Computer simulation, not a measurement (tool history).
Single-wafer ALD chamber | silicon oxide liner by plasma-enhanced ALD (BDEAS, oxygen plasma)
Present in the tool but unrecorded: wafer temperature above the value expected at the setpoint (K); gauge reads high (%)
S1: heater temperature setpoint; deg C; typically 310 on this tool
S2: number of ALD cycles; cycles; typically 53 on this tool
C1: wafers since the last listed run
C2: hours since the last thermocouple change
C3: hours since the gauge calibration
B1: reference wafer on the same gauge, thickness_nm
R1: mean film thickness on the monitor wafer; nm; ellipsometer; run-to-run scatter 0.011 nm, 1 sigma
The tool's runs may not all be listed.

{"run": 1, "hour": 0.0, "S1": 310, "S2": 53, "C1": 0, "C2": 734.9, "C3": 242.1, "B1": 5.049, "R1": 4.485}
{"run": 2, "hour": 56.5, "S1": 310, "S2": 53, "C1": 243, "C2": 791.4, "C3": 298.6, "B1": 5.04, "R1": 4.478}
{"run": 3, "hour": 81.1, "S1": 310, "S2": 53, "C1": 105, "C2": 816.0, "C3": 323.2, "B1": 5.034, "R1": 4.458}
{"run": 4, "hour": 224.0, "S1": 310, "S2": 53, "C1": 614, "C2": 958.9, "C3": 466.1, "B1": 5.004, "R1": 4.459}
{"run": 5, "hour": 263.7, "S1": 310, "S2": 53, "C1": 170, "C2": 998.6, "C3": 505.8, "B1": 4.995, "R1": 4.436}
{"run": 6, "hour": 332.0, "S1": 310, "S2": 53, "C1": 293, "C2": 1066.9, "C3": 574.1, "B1": 4.984, "R1": 4.429}
{"hour": 339.2, "done": "gauge calibrated"}
{"hour": 356.9, "done": "thermocouple changed; heater temperature recalibrated"}
{"run": 7, "hour": 389.6, "S1": 310, "S2": 53, "C1": 213, "C2": 32.7, "C3": 50.4, "B1": 5.098, "R1": 4.53}
{"run": 8, "hour": 456.6, "S1": 319, "S2": 47, "C1": 288, "C2": 99.7, "C3": 117.4, "B1": 5.086, "R1": 3.941}
{"run": 9, "hour": 521.3, "S1": 295, "S2": 57, "C1": 278, "C2": 164.4, "C3": 182.1, "B1": 5.073, "R1": 5.022}
{"run": 10, "hour": 547.9, "S1": 310, "S2": 53, "C1": 114, "C2": 191.0, "C3": 208.7, "B1": 5.063, "R1": 4.503}
{"run": 11, "hour": 591.1, "S1": 310, "S2": 50, "C1": 185, "C2": 234.2, "C3": 251.9, "B1": 5.054, "R1": 4.228}
{"run": 12, "hour": 801.5, "S1": 310, "S2": 53, "C1": 904, "C2": 444.6, "C3": 462.3, "B1": 5.011, "R1": 4.45}
{"hour": 831.8, "done": "gauge calibrated"}
{"run": 13, "hour": 843.3, "S1": 301, "S2": 53, "C1": 179, "C2": 486.4, "C3": 11.5, "B1": 5.097, "R1": 4.602}
{"run": 14, "hour": 871.4, "S1": 314, "S2": 46, "C1": 120, "C2": 514.5, "C3": 39.6, "B1": 5.086, "R1": 3.913}

The tool's hidden state at each run:
wafer temperature above the value expected at the setpoint (K): 0 in every run
H1: gauge reads high (%)
run=1 H1=-1.17
run=2 H1=-1.39
run=3 H1=-1.49
run=4 H1=-2.06
run=5 H1=-2.22
run=6 H1=-2.49
run=7 H1=-0.263
run=8 H1=-0.531
run=9 H1=-0.79
run=10 H1=-0.896
run=11 H1=-1.07
run=12 H1=-1.91
run=13 H1=-0.328
run=14 H1=-0.441

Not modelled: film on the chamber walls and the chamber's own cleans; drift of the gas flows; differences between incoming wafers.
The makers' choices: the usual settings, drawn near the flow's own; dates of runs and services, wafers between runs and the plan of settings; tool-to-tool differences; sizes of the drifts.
